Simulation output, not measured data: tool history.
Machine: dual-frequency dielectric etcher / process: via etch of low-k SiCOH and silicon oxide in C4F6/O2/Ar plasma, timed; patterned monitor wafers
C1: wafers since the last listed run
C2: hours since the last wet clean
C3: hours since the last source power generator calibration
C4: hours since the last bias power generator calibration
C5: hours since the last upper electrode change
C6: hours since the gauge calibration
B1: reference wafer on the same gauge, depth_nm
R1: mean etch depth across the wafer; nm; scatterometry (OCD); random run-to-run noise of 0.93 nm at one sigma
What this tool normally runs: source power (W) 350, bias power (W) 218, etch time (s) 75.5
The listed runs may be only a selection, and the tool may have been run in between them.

Run 1, hour 0: usual settings but source power (W) 370; C1 0; C2 262.9; C3 740.8; C4 3198.7; C5 5202.6; C6 680.4; B1 213. Result: R1 206.3 nm.
Run 2, hour 42.4: usual settings; C1 315; C2 305.3; C3 783.2; C4 3241.1; C5 5245; C6 722.8; B1 213.1. Result: R1 204.2 nm.
Run 3, hour 118.8: usual settings; C1 568; C2 381.7; C3 859.6; C4 3317.5; C5 5321.4; C6 799.2; B1 212.8. Result: R1 199.5 nm.
Run 4, hour 189.5: usual settings; C1 526; C2 452.4; C3 930.3; C4 3388.2; C5 5392.1; C6 869.9; B1 213.1. Result: R1 198.4 nm.
At hour 223.2: wet clean of the chamber.
Run 5, hour 248.2: usual settings but etch time (s) 64; C1 258; C2 25; C3 989; C4 3446.9; C5 5450.8; C6 928.6; B1 212.9. Result: R1 175.1 nm.
Run 6, hour 292.8: usual settings but etch time (s) 64; C1 331; C2 69.6; C3 1033.6; C4 3491.5; C5 5495.4; C6 973.2; B1 213. Result: R1 174.5 nm.
Run 7, hour 341.9: usual settings but bias power (W) 260, etch time (s) 82.5; C1 365; C2 118.7; C3 1082.7; C4 3540.6; C5 5544.5; C6 1022.3; B1 212.9. Result: R1 239.3 nm.
Run 8, hour 412.2: usual settings but bias power (W) 260, etch time (s) 82.5; C1 523; C2 189; C3 1153; C4 3610.9; C5 5614.8; C6 1092.6; B1 213. Result: R1 236.5 nm.
Run 9, hour 483.9: usual settings but source power (W) 320, bias power (W) 254; C1 533; C2 260.7; C3 1224.7; C4 3682.6; C5 5686.5; C6 1164.3; B1 212.8. Result: R1 208.6 nm.
At hour 496.3: bias power generator calibrated.
Run 10, hour 526.4: usual settings; C1 286; C2 303.2; C3 1267.2; C4 30.1; C5 5729; C6 1206.8; B1 212.8. Result: R1 201.3 nm.
Run 11, hour 578.9: usual settings but source power (W) 420, bias power (W) 260, etch time (s) 66.5; C1 390; C2 355.7; C3 1319.7; C4 82.6; C5 5781.5; C6 1259.3; B1 212.9. Result: R1 200 nm.
Run 12, hour 619: usual settings but source power (W) 310, etch time (s) 97; C1 298; C2 395.8; C3 1359.8; C4 122.7; C5 5821.6; C6 1299.4; B1 213.1. Result: R1 245.5 nm.
Run 13, hour 689.5: usual settings but etch time (s) 58; C1 524; C2 466.3; C3 1430.3; C4 193.2; C5 5892.1; C6 1369.9; B1 213.1. Result: R1 151.9 nm.
Run 14, hour 727.9: usual settings; C1 285; C2 504.7; C3 1468.7; C4 231.6; C5 5930.5; C6 1408.3; B1 213.1. Result: R1 198.3 nm.
At hour 771.7: wet clean of the chamber.
Run 15, hour 843.4: usual settings but bias power (W) 179; C1 680; C2 71.7; C3 1584.2; C4 347.1; C5 6046; C6 1523.8; B1 213. Result: R1 190 nm.
Run 16, hour 926.4: usual settings but bias power (W) 272; C1 617; C2 154.7; C3 1667.2; C4 430.1; C5 6129; C6 1606.8; B1 213. Result: R1 222 nm.
At hour 948.5: gauge calibrated.
At hour 971: upper electrode replaced.
Run 17, hour 984.6: usual settings but source power (W) 430, bias power (W) 178, etch time (s) 59; C1 254; C2 212.9; C3 1725.4; C4 488.3; C5 13.6; C6 36.1; B1 213. Result: R1 156.4 nm.
Run 18, hour 1021.7: usual settings but bias power (W) 170; C1 276; C2 250; C3 1762.5; C4 525.4; C5 50.7; C6 73.2; B1 212.9. Result: R1 183 nm.

Run 19 has not been measured yet. What should we expect?
Run 19, hour 1082.8: usual settings but source power (W) 320, bias power (W) 171; C1 454; C2 311.1; C3 1823.6; C4 586.5; C5 111.8; C6 134.3; B1 ?. Result: R1 ?.

{"run 19": {"B1": 213, "R1": 175.4}}
On a tool with no hidden condition, and with the same random variation, this run would have come out at R1 180.1 nm.

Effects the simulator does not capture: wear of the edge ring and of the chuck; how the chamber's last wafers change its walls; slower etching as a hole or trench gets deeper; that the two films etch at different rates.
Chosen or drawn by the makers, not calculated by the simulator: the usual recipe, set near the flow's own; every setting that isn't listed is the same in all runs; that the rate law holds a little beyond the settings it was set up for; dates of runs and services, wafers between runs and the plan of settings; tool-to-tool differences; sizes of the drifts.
